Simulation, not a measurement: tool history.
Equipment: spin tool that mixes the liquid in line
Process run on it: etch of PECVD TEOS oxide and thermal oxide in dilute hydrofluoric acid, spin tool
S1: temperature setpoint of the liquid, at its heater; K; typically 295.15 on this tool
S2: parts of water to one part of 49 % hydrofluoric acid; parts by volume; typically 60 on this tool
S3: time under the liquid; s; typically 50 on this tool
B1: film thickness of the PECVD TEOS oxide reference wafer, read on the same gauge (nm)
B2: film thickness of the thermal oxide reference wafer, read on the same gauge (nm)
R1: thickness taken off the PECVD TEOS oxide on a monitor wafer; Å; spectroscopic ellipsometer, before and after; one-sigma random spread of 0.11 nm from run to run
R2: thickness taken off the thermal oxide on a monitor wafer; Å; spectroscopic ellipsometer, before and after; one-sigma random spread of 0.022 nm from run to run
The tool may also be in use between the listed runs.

run 1 hour=0.0 | S1=296.15 S2=60 S3=50 | B1=80.00 B2=80.012 | R1=156.8 R2=40.19
run 2 hour=31.5 | S1=296.15 S2=60 S3=50 | B1=79.95 B2=80.014 | R1=158.0 R2=40.15
run 3 hour=87.5 | S1=296.15 S2=60 S3=50 | B1=79.98 B2=79.974 | R1=155.0 R2=40.47
-- hour=175.9 hydrofluoric acid flow meter replaced
-- hour=257.3 thermometer replaced
run 4 hour=283.5 | S1=292.15 S2=60 S3=50 | B1=79.95 B2=79.993 | R1=127.1 R2=32.92
run 5 hour=330.7 | S1=295.15 S2=60 S3=65 | B1=80.03 B2=80.006 | R1=187.9 R2=48.18
run 6 hour=378.6 | S1=293.15 S2=60 S3=30 | B1=79.93 B2=79.977 | R1=79.4 R2=20.43
run 7 hour=552.5 | S1=292.15 S2=70 S3=50 | B1=79.96 B2=79.990 | R1=108.7 R2=28.02
run 8 hour=594.3 | S1=298.15 S2=85 S3=70 | B1=79.96 B2=79.998 | R1=159.6 R2=41.27
run 9 hour=657.8 | S1=292.65 S2=80 S3=70 | B1=79.99 B2=79.999 | R1=136.2 R2=35.25
run 10 hour=690.2 | S1=295.15 S2=60 S3=50 | B1=79.99 B2=80.006 | R1=147.3 R2=37.78
run 11 hour=760.4 | S1=295.15 S2=60 S3=50 | B1=80.01 B2=79.981 | R1=147.1 R2=37.81
run 12 hour=825.6 | S1=299.15 S2=60 S3=30 | B1=80.03 B2=80.000 | R1=105.9 R2=26.75
run 13 hour=851.3 | S1=299.15 S2=60 S3=35 | B1=79.96 B2=80.016 | R1=122.4 R2=31.55
-- hour=861.9 gauge calibrated
run 14 hour=904.7 | S1=295.15 S2=60 S3=35 | B1=80.04 B2=80.000 | R1=104.6 R2=26.69
run 15 hour=976.2 | S1=295.15 S2=60 S3=50 | B1=80.00 B2=79.998 | R1=150.0 R2=38.55
run 16 hour=1044.9 | S1=298.65 S2=60 S3=50 | B1=79.98 B2=79.999 | R1=173.9 R2=44.98
run 17 hour=1112.7 | S1=292.65 S2=50 S3=80 | B1=80.02 B2=80.008 | R1=263.7 R2=67.87
run 18 hour=1141.7 | S1=296.65 S2=50 S3=50 | B1=80.00 B2=80.030 | R1=194.3 R2=50.49
-- hour=1150.4 hydrofluoric acid flow meter replaced
run 19 hour=1195.8 | S1=295.15 S2=60 S3=50 | B1=80.03 B2=80.004 | R1=142.9 R2=36.73
run 20 hour=1230.2 | S1=293.65 S2=60 S3=50 | B1=80.02 B2=79.990 | R1=134.3 R2=34.54
run 21 hour=1279.9 | S1=295.15 S2=45 S3=50 | B1=80.00 B2=79.962 | R1=196.6 R2=49.75
run 22 hour=1348.5 | S1=299.65 S2=80 S3=50 | B1=80.00 B2=80.002 | R1=127.2 R2=32.69
run 23 hour=1413.2 | S1=295.15 S2=75 S3=40 | B1=80.02 B2=79.969 | R1=91.1 R2=23.42
run 24 hour=1448.1 | S1=296.65 S2=45 S3=80 | B1=80.07 B2=80.004 | R1=331.3 R2=87.25
run 25 hour=1494.0 | S1=296.65 S2=50 S3=50 | B1=79.99 B2=79.987 | R1=189.4 R2=47.81

Each row is a separate what-if for the run after 25, all from the same tool condition, not one after another. Results?
run A hour=1494.4 | S1=295.15 S2=60 S3=50 | B1=? B2=? | R1=? R2=?
run B hour=1494.4 | S1=299.65 S2=75 S3=30 | B1=? B2=? | R1=? R2=?
run C hour=1494.4 | S1=295.15 S2=40 S3=50 | B1=? B2=? | R1=? R2=?
run D hour=1494.4 | S1=295.15 S2=50 S3=75 | B1=? B2=? | R1=? R2=?
run E hour=1494.4 | S1=296.65 S2=85 S3=60 | B1=? B2=? | R1=? R2=?

run=A B1=80.01 B2=80.012 R1=146.9 R2=37.33
run=B B1=80.01 B2=80.012 R1=83.0 R2=21.09
run=C B1=80.01 B2=80.012 R1=225.8 R2=57.38
run=D B1=80.01 B2=80.012 R1=267.6 R2=68.00
run=E B1=80.01 B2=80.012 R1=128.3 R2=32.60
Without the tool's unlogged condition, the same runs would have read:
run=A R1=143.5 R2=36.48
run=B R1=81.1 R2=20.60
run=C R1=220.8 R2=56.11
run=D R1=261.6 R2=66.49
run=E R1=125.3 R2=31.85
